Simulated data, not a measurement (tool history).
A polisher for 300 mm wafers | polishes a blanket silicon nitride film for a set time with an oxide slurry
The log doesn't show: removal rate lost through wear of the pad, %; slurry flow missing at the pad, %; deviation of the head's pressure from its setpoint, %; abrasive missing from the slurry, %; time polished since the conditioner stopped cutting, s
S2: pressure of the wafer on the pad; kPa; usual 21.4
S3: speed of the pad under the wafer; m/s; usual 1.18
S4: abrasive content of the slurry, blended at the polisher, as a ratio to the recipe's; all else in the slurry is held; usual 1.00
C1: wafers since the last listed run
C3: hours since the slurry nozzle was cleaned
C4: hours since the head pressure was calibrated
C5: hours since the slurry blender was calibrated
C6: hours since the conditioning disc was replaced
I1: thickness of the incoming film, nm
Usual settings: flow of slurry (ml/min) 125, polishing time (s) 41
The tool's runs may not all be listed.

Run 1, day 0.000: usual settings but flow of slurry (ml/min) 145; C1 0; wafers polished on this pad 408; C3 448.8; C4 831.7; C5 142.9; C6 177.8; I1 358.0. Result: film removed (nm) 20.5.
At day 0.804: conditioning disc replaced and pad reconditioned.
Run 2, day 0.825: usual settings but flow of slurry (ml/min) 145; C1 204; wafers polished on this pad 612; C3 468.6; C4 851.5; C5 162.7; C6 0.5; I1 358.0. Result: film removed (nm) 20.8.
Run 3, day 1.312: usual settings but S4 0.80; C1 134; wafers polished on this pad 746; C3 480.3; C4 863.2; C5 174.4; C6 12.2; I1 366.7. Result: film removed (nm) 18.4.
Run 4, day 1.888: usual settings; C1 158; wafers polished on this pad 905; C3 494.1; C4 877.0; C5 188.2; C6 26.0; I1 356.6. Result: film removed (nm) 20.2.
Run 5, day 2.708: usual settings but S3 1.34 m/s; C1 226; wafers polished on this pad 1131; C3 513.8; C4 896.7; C5 207.9; C6 45.7; I1 360.5. Result: film removed (nm) 22.2.
At day 3.646: worn pad replaced by a new one.
Run 6, day 4.008: usual settings but S4 1.25; C1 312; wafers polished on this pad 100; C3 545.0; C4 927.9; C5 239.1; C6 76.9; I1 355.3. Result: film removed (nm) 22.3.
Run 7, day 5.138: usual settings; C1 311; wafers polished on this pad 411; C3 572.1; C4 955.0; C5 266.2; C6 104.0; I1 359.1. Result: film removed (nm) 19.9.
At day 5.608: slurry blender recalibrated.
Run 8, day 6.429: usual settings; C1 333; wafers polished on this pad 744; C3 603.1; C4 986.0; C5 19.7; C6 135.0; I1 363.4. Result: film removed (nm) 20.3.
Run 9, day 7.104: usual settings; C1 186; wafers polished on this pad 930; C3 619.3; C4 1002.2; C5 35.9; C6 151.2; I1 356.9. Result: film removed (nm) 20.3.
At day 8.121: head pressure recalibrated.
At day 8.333: worn pad replaced by a new one.
Run 10, day 8.412: usual settings but S2 16.5 kPa, S3 1.60 m/s; C1 291; wafers polished on this pad 21; C3 650.7; C4 7.0; C5 67.3; C6 182.6; I1 359.9. Result: film removed (nm) 20.3.
At day 8.612: conditioning disc replaced and pad reconditioned.
Run 11, day 9.425: usual settings but flow of slurry (ml/min) 100; C1 256; wafers polished on this pad 277; C3 675.0; C4 31.3; C5 91.6; C6 19.5; I1 357.1. Result: film removed (nm) 18.2.
At day 10.358: slurry nozzle cleaned.
Run 12, day 10.633: usual settings; C1 321; wafers polished on this pad 599; C3 6.6; C4 60.3; C5 120.6; C6 48.5; I1 363.9. Result: film removed (nm) 19.0.
Run 13, day 12.092: usual settings but flow of slurry (ml/min) 90, S2 24.8 kPa; C1 402; wafers polished on this pad 1001; C3 41.6; C4 95.3; C5 155.6; C6 83.5; I1 362.5. Result: film removed (nm) 20.5.
At day 12.479: head pressure recalibrated, repeated, since the last time left the tool worse.
Run 14, day 12.875: usual settings but flow of slurry (ml/min) 145, S2 24.8 kPa, S3 0.78 m/s, S4 1.15; C1 192; wafers polished on this pad 1194; C3 60.4; C4 9.5; C5 174.4; C6 102.3; I1 368.3. Result: film removed (nm) 19.1.
At day 13.783: worn pad replaced by a new one.
Run 15, day 14.267: usual settings but flow of slurry (ml/min) 140, S4 1.25; C1 337; wafers polished on this pad 133; C3 93.8; C4 42.9; C5 207.8; C6 135.7; I1 359.6. Result: film removed (nm) 23.8.
Run 16, day 15.554: usual settings but flow of slurry (ml/min) 170, S2 28.3 kPa, S3 1.30 m/s, polishing time (s) 54; C1 354; wafers polished on this pad 488; C3 124.7; C4 73.8; C5 238.7; C6 166.6; I1 365.1. Result: film removed (nm) 39.7.
At day 16.225: conditioning disc replaced and pad reconditioned.
Run 17, day 16.667: usual settings but flow of slurry (ml/min) 110, S3 0.80 m/s, S4 0.70; C1 283; wafers polished on this pad 772; C3 151.4; C4 100.5; C5 265.4; C6 10.6; I1 353.2. Result: film removed (nm) 12.5.
Run 18, day 17.292: usual settings; C1 172; wafers polished on this pad 944; C3 166.4; C4 115.5; C5 280.4; C6 25.6; I1 356.7. Result: film removed (nm) 21.1.
At day 18.512: worn pad replaced by a new one.
Run 19, day 18.638: usual settings but flow of slurry (ml/min) 165, S4 1.10; C1 325; wafers polished on this pad 34; C3 198.7; C4 147.8; C5 312.7; C6 57.9; I1 360.9. Result: film removed (nm) 23.0.

4 ways to go on from here, each from the tool as it stands after run 19. What would each give?
Run A, day 18.654: usual settings; C1 4; wafers polished on this pad 39; C3 199.1; C4 148.2; C5 313.1; C6 58.3; I1 359.8. Result: film removed (nm) ?.
Run B, day 18.654: usual settings but S4 1.10; C1 4; wafers polished on this pad 39; C3 199.1; C4 148.2; C5 313.1; C6 58.3; I1 359.8. Result: film removed (nm) ?.
Run C, day 18.654: usual settings but S2 24.1 kPa, S4 0.90, polishing time (s) 30; C1 4; wafers polished on this pad 39; C3 199.1; C4 148.2; C5 313.1; C6 58.3; I1 359.8. Result: film removed (nm) ?.
Run D, day 18.654: usual settings but S2 15.9 kPa; C1 4; wafers polished on this pad 39; C3 199.1; C4 148.2; C5 313.1; C6 58.3; I1 359.8. Result: film removed (nm) ?.

run  film removed (nm)
  A               20.9
  B               21.8
  C               16.0
  D               16.6
Without the tool's hidden state the same runs would have given:
run  film removed (nm)
  A               21.4
  B               22.3
  C               16.4
  D               17.0
